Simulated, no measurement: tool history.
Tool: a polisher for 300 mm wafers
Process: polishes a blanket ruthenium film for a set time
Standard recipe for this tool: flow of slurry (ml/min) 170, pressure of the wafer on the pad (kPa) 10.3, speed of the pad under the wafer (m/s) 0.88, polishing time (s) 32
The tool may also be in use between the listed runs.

run    hour  flow of slurry (ml/min)  pressure of the wafer on the pad (kPa)  speed of the pad under the wafer (m/s)  polishing time (s)  incoming thickness of the incoming film, nm  film removed (nm)
  1       0                      170                                    10.3                                    0.96                  32                                        352.8               27.6
  2    27.1                      170                                    10.3                                    0.88                  32                                        356.1               26.9
       34.8  -- slurry nozzle cleaned
  3    58.7                      170                                    10.3                                    0.88                  32                                        353.2               26.8
  4    84.4                      170                                    10.3                                    0.88                  32                                        349.5               26.4
  5   109.9                      170                                    12.4                                    0.76                  32                                        351.2               27.2
  6   131.6                      170                                    12.4                                    0.76                  32                                        344.7               27.1
        151  -- worn pad replaced by a new one
  7   159.7                      170                                    12.4                                    0.76                  32                                        350.3               29.5
  8   181.5                      170                                    10.3                                    0.88                  32                                        345.6               27.9
  9   194.9                      170                                    10.3                                    0.88                  32                                        348.8               27.8
 10     230                      170                                    10.3                                    0.88                  32                                        349.3               27.5
 11   258.1                      170                                    10.3                                    0.88                  32                                        358.1               27.6
 12     285                      170                                    10.3                                    0.88                  32                                          352               26.9
      297.8  -- slurry nozzle cleaned
 13   320.1                      215                                     7.6                                    0.88                  32                                          350               23.5
      333.3  -- head pressure recalibrated
 14   349.2                      190                                       9                                    1.06                  41                                        345.3               33.6
      374.2  -- worn pad replaced by a new one
 15   374.7                      170                                    12.4                                    0.76                  32                                        349.5               27.8
 16   397.8                      170                                    10.3                                    0.88                  32                                        347.8               26.8
 17   422.3                      170                                    13.1                                    0.88                  41                                        351.1               39.2
 18     450                      115                                    11.7                                    0.68                  32                                        351.4               22.7
 19   463.6                      170                                    10.3                                    1.06                  32                                        351.2               29.7
 20   479.3                      120                                     9.7                                    0.88                  32                                        349.6               23.2
 21   498.2                      170                                    10.3                                    0.72                  32                                        349.6               23.3
      525.7  -- slurry nozzle cleaned
 22   556.7                      170                                    10.3                                    0.88                  32                                        349.2               25.4
 23   571.7                      190                                       9                                    1.06                  41                                        349.2                 35
 24   602.6                      170                                    10.3                                    0.62                  32                                        348.4                 21
        621  -- worn pad replaced by a new one
 25   631.7                      170                                    13.8                                    0.88                  32                                        352.8               33.1
 26   657.3                      170                                    10.3                                    1.08                  32                                        348.2               31.1
 27   681.7                      170                                    10.3                                    0.88                  32                                        346.6               26.7
 28   715.1                      120                                    12.4                                    1.06                  43                                        350.7                 41
 29   749.8                      200                                     8.3                                    0.88                  32                                        353.1               24.1
 30   783.5                      200                                     8.3                                    0.68                  39                                        353.5               24.7
 31   802.6                      195                                     8.3                                    0.88                  22                                        348.1               16.2
      818.9  -- slurry nozzle cleaned
 32   828.6                      170                                    10.3                                    0.88                  32                                        347.4               26.3
 33   843.6                      195                                    13.1                                    0.88                  36                                        350.2               34.6
      910.6  -- worn pad replaced by a new one
 34   950.2                      170                                     7.6                                     0.8                  24                                        345.8               16.4
 35   973.7                      170                                    10.3                                    0.88                  32                                        350.6               27.1
 36   998.5                      210                                    10.3                                    0.88                  38                                        347.3               32.8
 37  1018.1                      215                                    12.4                                    0.88                  29                                        351.8                 28

Alternative continuations, all from the tool just after run 37; predict every row:
  A  1018.5                      170                                    10.3                                    0.88                  42                                        342.7                  ?
  B  1018.5                      170                                    10.3                                    1.04                  37                                        342.7                  ?
  C  1018.5                      170                                    10.3                                     0.6                  38                                        342.7                  ?
  D  1018.5                      170                                    10.3                                    0.88                  25                                        342.7                  ?

run  film removed (nm)
  A               35.3
  B               34.6
  C               25.6
  D                 21
Had the tool no hidden state, the same runs would have come out as:
run  film removed (nm)
  A               36.2
  B               35.5
  C               26.3
  D               21.6

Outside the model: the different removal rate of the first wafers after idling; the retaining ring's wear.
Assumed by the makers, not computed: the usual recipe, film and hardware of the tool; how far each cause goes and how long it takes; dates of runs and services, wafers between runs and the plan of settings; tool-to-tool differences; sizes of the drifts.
